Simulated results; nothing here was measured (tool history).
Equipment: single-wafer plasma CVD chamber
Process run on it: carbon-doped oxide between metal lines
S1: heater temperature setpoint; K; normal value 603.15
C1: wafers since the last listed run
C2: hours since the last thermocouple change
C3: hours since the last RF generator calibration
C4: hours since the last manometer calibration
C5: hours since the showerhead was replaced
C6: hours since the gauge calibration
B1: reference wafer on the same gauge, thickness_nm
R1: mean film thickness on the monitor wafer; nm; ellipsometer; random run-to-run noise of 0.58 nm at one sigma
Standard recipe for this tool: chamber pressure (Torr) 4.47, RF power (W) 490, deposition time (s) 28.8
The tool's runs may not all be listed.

run 1 hour=0 | S1=603.15 chamber_pressure_(Torr)=4.47 RF_power_(W)=490 deposition_time_(s)=30.7 | C1=0 C2=1678 C3=1382.4 C4=1536.2 C5=6611 C6=520.3 | B1=120.058 | R1=146.942
run 2 hour=61.2 | S1=603.15 chamber_pressure_(Torr)=4.47 RF_power_(W)=490 deposition_time_(s)=30.7 | C1=910 C2=1739.2 C3=1443.6 C4=1597.4 C5=6672.2 C6=581.5 | B1=120.026 | R1=146.646
run 3 hour=89.9 | S1=603.15 chamber_pressure_(Torr)=4.47 RF_power_(W)=490 deposition_time_(s)=30.7 | C1=426 C2=1767.9 C3=1472.3 C4=1626.1 C5=6700.9 C6=610.2 | B1=119.971 | R1=146.423
run 4 hour=125 | S1=608.15 chamber_pressure_(Torr)=4.47 RF_power_(W)=490 deposition_time_(s)=27.6 | C1=521 C2=1803 C3=1507.4 C4=1661.2 C5=6736 C6=645.3 | B1=119.992 | R1=130.268
-- hour=138.4 gauge calibrated
run 5 hour=185.5 | S1=603.15 chamber_pressure_(Torr)=4.47 RF_power_(W)=490 deposition_time_(s)=26.9 | C1=899 C2=1863.5 C3=1567.9 C4=1721.7 C5=6796.5 C6=47.1 | B1=119.994 | R1=128.307
-- hour=376.9 capacitance manometer re-zeroed and calibrated
run 6 hour=377.4 | S1=603.15 chamber_pressure_(Torr)=4.47 RF_power_(W)=490 deposition_time_(s)=26.9 | C1=2734 C2=2055.4 C3=1759.8 C4=0.5 C5=6988.4 C6=239 | B1=120.048 | R1=127.468
run 7 hour=431.4 | S1=612.15 chamber_pressure_(Torr)=4.93 RF_power_(W)=490 deposition_time_(s)=28.8 | C1=803 C2=2109.4 C3=1813.8 C4=54.5 C5=7042.4 C6=293 | B1=119.879 | R1=134.253
run 8 hour=464 | S1=603.15 chamber_pressure_(Torr)=4.89 RF_power_(W)=490 deposition_time_(s)=28.8 | C1=484 C2=2142 C3=1846.4 C4=87.1 C5=7075 C6=325.6 | B1=119.982 | R1=138.613
run 9 hour=523.7 | S1=603.15 chamber_pressure_(Torr)=4.89 RF_power_(W)=490 deposition_time_(s)=28.8 | C1=887 C2=2201.7 C3=1906.1 C4=146.8 C5=7134.7 C6=385.3 | B1=120.085 | R1=138.701
run 10 hour=595.2 | S1=603.15 chamber_pressure_(Torr)=4.47 RF_power_(W)=490 deposition_time_(s)=28.8 | C1=1063 C2=2273.2 C3=1977.6 C4=218.3 C5=7206.2 C6=456.8 | B1=119.923 | R1=135.591
run 11 hour=655.3 | S1=603.15 chamber_pressure_(Torr)=4.47 RF_power_(W)=490 deposition_time_(s)=28.8 | C1=893 C2=2333.3 C3=2037.7 C4=278.4 C5=7266.3 C6=516.9 | B1=120.135 | R1=134.964
run 12 hour=688.1 | S1=603.15 chamber_pressure_(Torr)=4.47 RF_power_(W)=490 deposition_time_(s)=28.8 | C1=487 C2=2366.1 C3=2070.5 C4=311.2 C5=7299.1 C6=549.7 | B1=120.011 | R1=134.337
run 13 hour=720.8 | S1=603.15 chamber_pressure_(Torr)=4.47 RF_power_(W)=490 deposition_time_(s)=28.8 | C1=486 C2=2398.8 C3=2103.2 C4=343.9 C5=7331.8 C6=582.4 | B1=119.99 | R1=135.343
-- hour=730.1 RF generator calibrated
-- hour=735.8 gauge calibrated
run 14 hour=781 | S1=603.15 chamber_pressure_(Torr)=3.7 RF_power_(W)=560 deposition_time_(s)=32.8 | C1=776 C2=2459 C3=50.9 C4=404.1 C5=7392 C6=45.2 | B1=120.032 | R1=171.794
run 15 hour=829.4 | S1=599.15 chamber_pressure_(Torr)=3.76 RF_power_(W)=490 deposition_time_(s)=28.8 | C1=719 C2=2507.4 C3=99.3 C4=452.5 C5=7440.4 C6=93.6 | B1=119.963 | R1=139.63

Predict the results of run 16:
-- hour=852.3 showerhead replaced
-- hour=859.3 thermocouple changed; heater temperature recalibrated
run 16 hour=866.3 | S1=603.15 chamber_pressure_(Torr)=4.47 RF_power_(W)=490 deposition_time_(s)=28.8 | C1=326 C2=7 C3=136.2 C4=489.4 C5=14 C6=130.5 | B1=? | R1=?

Logged for run 16: B1 120.138, R1 141.736 nm.
Were there no unlogged condition in the tool, this run, its random variation unchanged, would have produced R1 144.6 nm.
